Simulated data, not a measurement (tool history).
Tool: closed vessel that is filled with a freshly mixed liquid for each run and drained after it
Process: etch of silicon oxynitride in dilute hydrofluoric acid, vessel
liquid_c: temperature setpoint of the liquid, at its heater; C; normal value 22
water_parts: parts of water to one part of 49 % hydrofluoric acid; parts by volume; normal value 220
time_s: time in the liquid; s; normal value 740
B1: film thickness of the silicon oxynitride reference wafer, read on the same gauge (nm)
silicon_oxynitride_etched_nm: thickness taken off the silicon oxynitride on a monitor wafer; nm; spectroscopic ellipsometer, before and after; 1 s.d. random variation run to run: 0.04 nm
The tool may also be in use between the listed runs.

Run 1, hour 0: usual settings but water_parts 180 parts by volume; B1 100.01. Result: silicon_oxynitride_etched_nm 9.39 nm.
Run 2, hour 10.7: usual settings; B1 99.99. Result: silicon_oxynitride_etched_nm 7.51 nm.
Run 3, hour 27.7: usual settings; B1 99.99. Result: silicon_oxynitride_etched_nm 7.49 nm.
Run 4, hour 41.1: usual settings; B1 99.99. Result: silicon_oxynitride_etched_nm 7.43 nm.
Run 5, hour 56.9: usual settings but liquid_c 24.5 C, time_s 625 s; B1 99.97. Result: silicon_oxynitride_etched_nm 7.03 nm.
Run 6, hour 64.5: usual settings but liquid_c 24.5 C, time_s 625 s; B1 100.01. Result: silicon_oxynitride_etched_nm 7.05 nm.
Run 7, hour 80.7: usual settings but liquid_c 24.5 C, time_s 625 s; B1 99.99. Result: silicon_oxynitride_etched_nm 7.03 nm.
Run 8, hour 90.3: usual settings; B1 99.98. Result: silicon_oxynitride_etched_nm 7.42 nm.
Run 9, hour 104.1: usual settings; B1 100.01. Result: silicon_oxynitride_etched_nm 6.74 nm.
Run 10, hour 111.8: usual settings; B1 100. Result: silicon_oxynitride_etched_nm 6.84 nm.
Run 11, hour 128.8: usual settings but water_parts 280 parts by volume, time_s 840 s; B1 99.99. Result: silicon_oxynitride_etched_nm 5.79 nm.
Run 12, hour 137.7: usual settings but liquid_c 27 C, water_parts 260 parts by volume, time_s 540 s; B1 100. Result: silicon_oxynitride_etched_nm 5.07 nm.
Run 13, hour 153.7: usual settings but liquid_c 18 C, time_s 355 s; B1 100.01. Result: silicon_oxynitride_etched_nm 2.7 nm.
Run 14, hour 160.4: usual settings but time_s 1030 s; B1 100.01. Result: silicon_oxynitride_etched_nm 11.52 nm.
Run 15, hour 171.5: usual settings but liquid_c 23.5 C, water_parts 280 parts by volume, time_s 305 s; B1 100. Result: silicon_oxynitride_etched_nm 2.75 nm.
Run 16, hour 187.8: usual settings; B1 100.01. Result: silicon_oxynitride_etched_nm 8.17 nm.
Run 17, hour 201.6: usual settings but liquid_c 18.5 C, time_s 535 s; B1 99.98. Result: silicon_oxynitride_etched_nm 5.08 nm.
Run 18, hour 216.5: usual settings but water_parts 330 parts by volume, time_s 1175 s; B1 100.01. Result: silicon_oxynitride_etched_nm 8.13 nm.
Run 19, hour 229.2: usual settings; B1 99.99. Result: silicon_oxynitride_etched_nm 8.27 nm.
Run 20, hour 272.1: usual settings but time_s 595 s; B1 100.02. Result: silicon_oxynitride_etched_nm 6.68 nm.
Run 21, hour 281: usual settings but liquid_c 19 C, water_parts 120 parts by volume, time_s 1120 s; B1 100. Result: silicon_oxynitride_etched_nm 21.26 nm.
Run 22, hour 291.3: usual settings; B1 100. Result: silicon_oxynitride_etched_nm 8.26 nm.
Run 23, hour 304.4: usual settings but liquid_c 19 C, water_parts 165 parts by volume; B1 100.01. Result: silicon_oxynitride_etched_nm 9.9 nm.

Taken out of this log: 4 entries between the listed runs. Where each belongs, and how the hidden state differs across it:
Between runs 8 and 9: hydrofluoric acid flow meter replaced (hour 102)
  hydrofluoric acid flow below the setpoint (%): 8.91 -> 15.4
  measured result minus the result with no hidden state, silicon_oxynitride_etched_nm: -0.85 -> -1.44 nm
Between runs 12 and 13: thermometer replaced (hour 146)
  hydrofluoric acid flow below the setpoint (%): 15.5 -> 15.6
  measured result minus the result with no hidden state, silicon_oxynitride_etched_nm: -1.15 -> -0.57 nm
Between runs 13 and 14: hydrofluoric acid flow meter replaced, repeated, since the last time left the tool worse (hour 157.6)
  hydrofluoric acid flow below the setpoint (%): 15.6 -> 0.169
  measured result minus the result with no hidden state, silicon_oxynitride_etched_nm: -0.57 -> -0.02 nm
Between runs 15 and 16: gauge calibrated (hour 186.9)
  hydrofluoric acid flow below the setpoint (%): 0.215 -> 0.282
  measured result minus the result with no hidden state, silicon_oxynitride_etched_nm: +0 -> -0.03 nm

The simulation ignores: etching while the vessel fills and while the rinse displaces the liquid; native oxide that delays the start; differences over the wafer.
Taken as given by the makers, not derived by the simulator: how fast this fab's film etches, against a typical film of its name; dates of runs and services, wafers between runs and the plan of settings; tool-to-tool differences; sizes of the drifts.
